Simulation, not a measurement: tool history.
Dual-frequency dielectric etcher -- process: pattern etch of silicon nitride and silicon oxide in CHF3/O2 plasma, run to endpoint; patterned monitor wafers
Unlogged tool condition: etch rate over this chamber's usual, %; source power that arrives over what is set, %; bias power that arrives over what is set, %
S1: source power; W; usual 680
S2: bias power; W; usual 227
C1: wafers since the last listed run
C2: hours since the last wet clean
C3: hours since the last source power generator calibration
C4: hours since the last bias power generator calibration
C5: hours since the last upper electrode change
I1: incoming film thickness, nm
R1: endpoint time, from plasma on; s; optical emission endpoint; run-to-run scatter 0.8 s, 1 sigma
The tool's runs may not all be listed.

| run | hour | S1 | S2 | C1 | C2 | C3 | C4 | C5 | I1 | R1 |
|---|---|---|---|---|---|---|---|---|---|---|
| 1 | 0 | 680 | 227 | 0 | 88.2 | 1355.4 | 697.8 | 2207.8 | 153.5 | 95.1 |
| 2 | 45.9 | 680 | 227 | 279 | 134.1 | 1401.3 | 743.7 | 2253.7 | 154.2 | 95.3 |
| 3 | 88.7 | 680 | 227 | 260 | 176.9 | 1444.1 | 786.5 | 2296.5 | 152.2 | 91.8 |
| 4 | 122.7 | 680 | 227 | 206 | 210.9 | 1478.1 | 820.5 | 2330.5 | 153.3 | 93 |
| 5 | 153 | 680 | 227 | 184 | 241.2 | 1508.4 | 850.8 | 2360.8 | 152.9 | 93.5 |
| 6 | 183.2 | 680 | 227 | 183 | 271.4 | 1538.6 | 881 | 2391 | 154.4 | 93.6 |
| 7 | 254.2 | 680 | 227 | 431 | 342.4 | 1609.6 | 952 | 2462 | 154 | 91.6 |
| 8 | 278.4 | 630 | 227 | 147 | 366.6 | 1633.8 | 976.2 | 2486.2 | 152 | 93.4 |
| 9 | 329.3 | 630 | 227 | 309 | 417.5 | 1684.7 | 1027.1 | 2537.1 | 155.5 | 95.9 |
| 10 | 401.2 | 630 | 227 | 437 | 489.4 | 1756.6 | 1099 | 2609 | 152.7 | 91.6 |
| 11 | 426.9 | 680 | 227 | 156 | 515.1 | 1782.3 | 1124.7 | 2634.7 | 151.4 | 88 |
|  | 461.5 | source power generator calibrated |
|  | 483.2 | wet clean of the chamber |
| 12 | 483.7 | 680 | 227 | 189 | 0.5 | 22.2 | 1181.5 | 2691.5 | 154.5 | 95.9 |
| 13 | 505.1 | 680 | 227 | 130 | 21.9 | 43.6 | 1202.9 | 2712.9 | 154 | 96.5 |
| 14 | 531.6 | 680 | 227 | 161 | 48.4 | 70.1 | 1229.4 | 2739.4 | 153.5 | 97.2 |
| 15 | 596.7 | 770 | 255 | 395 | 113.5 | 135.2 | 1294.5 | 2804.5 | 155 | 89.2 |
| 16 | 717.3 | 630 | 182 | 733 | 234.1 | 255.8 | 1415.1 | 2925.1 | 154.8 | 106.6 |
| 17 | 774.4 | 680 | 227 | 347 | 291.2 | 312.9 | 1472.2 | 2982.2 | 154.7 | 95.5 |
|  | 822.1 | upper electrode replaced, of another model than before |
|  | 987.9 | wet clean of the chamber |
| 18 | 988.4 | 740 | 189 | 1009 | 0.5 | 526.9 | 1686.2 | 166.3 | 152.8 | 107.3 |
| 19 | 1010.1 | 820 | 212 | 131 | 22.2 | 548.6 | 1707.9 | 188 | 154.2 | 97.6 |
| 20 | 1046.2 | 680 | 201 | 219 | 58.3 | 584.7 | 1744 | 224.1 | 155.2 | 104.9 |
| 21 | 1084.3 | 680 | 176 | 231 | 96.4 | 622.8 | 1782.1 | 262.2 | 153.2 | 114.3 |
| 22 | 1124.9 | 680 | 176 | 246 | 137 | 663.4 | 1822.7 | 302.8 | 154.2 | 116.1 |
|  | 1182.7 | bias power generator calibrated |
| 23 | 1229.3 | 600 | 282 | 610 | 241.4 | 767.8 | 46.6 | 407.2 | 153.7 | 83.6 |
| 24 | 1276.8 | 740 | 227 | 288 | 288.9 | 815.3 | 94.1 | 454.7 | 154.2 | 93 |
| 25 | 1330.4 | 680 | 227 | 325 | 342.5 | 868.9 | 147.7 | 508.3 | 154.4 | 93.8 |
| 26 | 1383.4 | 770 | 185 | 322 | 395.5 | 921.9 | 200.7 | 561.3 | 153.3 | 105 |
| 27 | 1454.4 | 620 | 227 | 431 | 466.5 | 992.9 | 271.7 | 632.3 | 152.8 | 92.6 |
| 28 | 1487.5 | 590 | 266 | 201 | 499.6 | 1026 | 304.8 | 665.4 | 154.7 | 87.2 |

Pick out some run-to-run changes in R1. Of each, how much would a tool without hidden state show as well, from the settings, what came in and chance, and how much is left for the hidden state and any gauge scatter not in both results compared?
Run 11 -> 12: source power generator calibrated, wet clean of the chamber. R1 +7.9 s: hidden state +5.3, all else +2.6.
Run 15 -> 16: S1 770 -> 630, S2 255 -> 182. R1 +17.4 s: hidden state -1.3, all else +18.7.
Run 17 -> 18: S1 680 -> 740, S2 227 -> 189, upper electrode replaced, of another model than before, wet clean of the chamber. R1 +11.8 s: hidden state +2.2, all else +9.6.
Run 22 -> 23: S1 680 -> 600, S2 176 -> 282, bias power generator calibrated. R1 -32.5 s: hidden state -0.4, all else -32.1.

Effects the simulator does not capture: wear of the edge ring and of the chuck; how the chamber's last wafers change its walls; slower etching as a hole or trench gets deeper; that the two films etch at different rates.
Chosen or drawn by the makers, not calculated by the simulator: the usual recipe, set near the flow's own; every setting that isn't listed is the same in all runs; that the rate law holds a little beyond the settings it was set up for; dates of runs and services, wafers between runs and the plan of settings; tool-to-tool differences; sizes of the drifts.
